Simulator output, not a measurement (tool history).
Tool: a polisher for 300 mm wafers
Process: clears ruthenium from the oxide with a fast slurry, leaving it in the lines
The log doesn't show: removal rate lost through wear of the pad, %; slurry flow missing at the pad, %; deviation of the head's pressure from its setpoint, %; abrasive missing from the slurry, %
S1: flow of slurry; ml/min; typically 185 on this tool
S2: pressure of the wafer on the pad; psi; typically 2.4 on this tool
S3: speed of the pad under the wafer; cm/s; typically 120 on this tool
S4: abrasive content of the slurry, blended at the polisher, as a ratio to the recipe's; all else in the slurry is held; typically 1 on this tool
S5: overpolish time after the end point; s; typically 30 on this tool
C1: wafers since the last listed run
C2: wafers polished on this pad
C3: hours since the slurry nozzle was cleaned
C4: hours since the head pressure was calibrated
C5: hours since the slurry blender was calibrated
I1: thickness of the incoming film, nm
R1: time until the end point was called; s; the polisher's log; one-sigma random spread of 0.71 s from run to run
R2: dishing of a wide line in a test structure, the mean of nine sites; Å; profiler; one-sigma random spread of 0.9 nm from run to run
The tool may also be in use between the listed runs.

run	day	S1	S2	S3	S4	S5	C1	C2	C3	C4	C5	I1	R1	R2
1	0	185	2.4	120	1	30	0	329	684.3	888.8	238.4	190.7	53.6	801
2	0.617	185	2.4	120	1	30	96	426	699.1	903.6	253.2	191	54.8	806
3	1.121	185	2.4	120	0.8	30	78	505	711.2	915.7	265.3	191.4	66	660
4	1.75	185	2.4	104	1	30	98	603	726.3	930.8	280.4	194.1	62.5	702
5	2.092	185	2.4	104	1	30	53	656	734.5	939	288.6	191.9	64.8	715
6	2.575	185	2.4	104	1	30	75	732	746.1	950.6	300.2	189.8	64.2	713
7	2.921	185	1.8	120	1	30	54	786	754.4	958.9	308.5	190	69	656
8	3.554	185	2.4	120	1	30	99	885	769.6	974.1	323.7	189	55.7	787
# day 3.908: worn pad replaced by a new one
9	4.129	185	2.4	120	1	30	63	34	783.4	987.9	337.5	188.2	54.6	778
# day 4.612: slurry blender recalibrated
10	5.921	185	2.4	120	1	30	267	302	826.4	1030.9	31.4	189.6	51.8	839
11	6.292	185	2.4	120	1	30	58	360	835.3	1039.8	40.3	192.6	51.2	814
12	6.758	185	2.4	120	1	30	73	433	846.5	1051	51.5	191	52.9	850
# day 6.867: head pressure recalibrated
13	7.217	130	2.4	156	0.7	30	58	491	857.5	8.4	62.5	190.4	58.9	750
14	7.675	185	2.4	120	1	30	71	563	868.5	19.4	73.5	192	52.2	825
15	8.025	185	1.8	120	1	30	54	618	876.9	27.8	81.9	186.7	62.7	704
# day 8.221: slurry nozzle cleaned
16	8.312	185	2.4	120	1	14	38	656	2.2	34.7	88.8	189.2	51.3	428
17	8.625	185	2.4	104	1	30	48	705	9.7	42.2	96.3	190.2	60.1	734
18	9.212	135	1.9	78	0.85	30	91	797	23.8	56.3	110.4	192	111.1	430
19	9.679	250	2.4	120	1.3	30	73	870	35	67.5	121.6	191.5	43.9	939
# day 10.158: worn pad replaced by a new one
20	10.179	185	2	120	1	30	52	3	47	79.5	133.6	190.7	58.8	742
21	10.621	185	2.4	120	0.9	46	69	72	57.6	90.1	144.2	188.9	58.2	1085
22	11.229	230	1.8	120	1	30	95	167	72.2	104.7	158.8	190.6	63.9	700

What if the next run were any one of these 5? Each begins from the tool's condition after run 22:
A	11.246	185	2.4	120	1	30	2	170	72.6	105.1	159.2	190.6	?	?
B	11.246	185	2.7	120	1	30	2	170	72.6	105.1	159.2	190.6	?	?
C	11.246	125	2.1	120	1	30	2	170	72.6	105.1	159.2	190.6	?	?
D	11.246	185	2.4	134	1	30	2	170	72.6	105.1	159.2	190.6	?	?
E	11.246	185	2.4	120	1.3	30	2	170	72.6	105.1	159.2	190.6	?	?

run	R1	R2
A	51.4	816
B	46.9	878
C	59.8	722
D	46.2	889
E	43.8	927
Had the tool no hidden state, the same runs would have come out as:
run	R1	R2
A	50.4	831
B	46	893
C	58.5	735
D	45.2	904
E	43.1	939
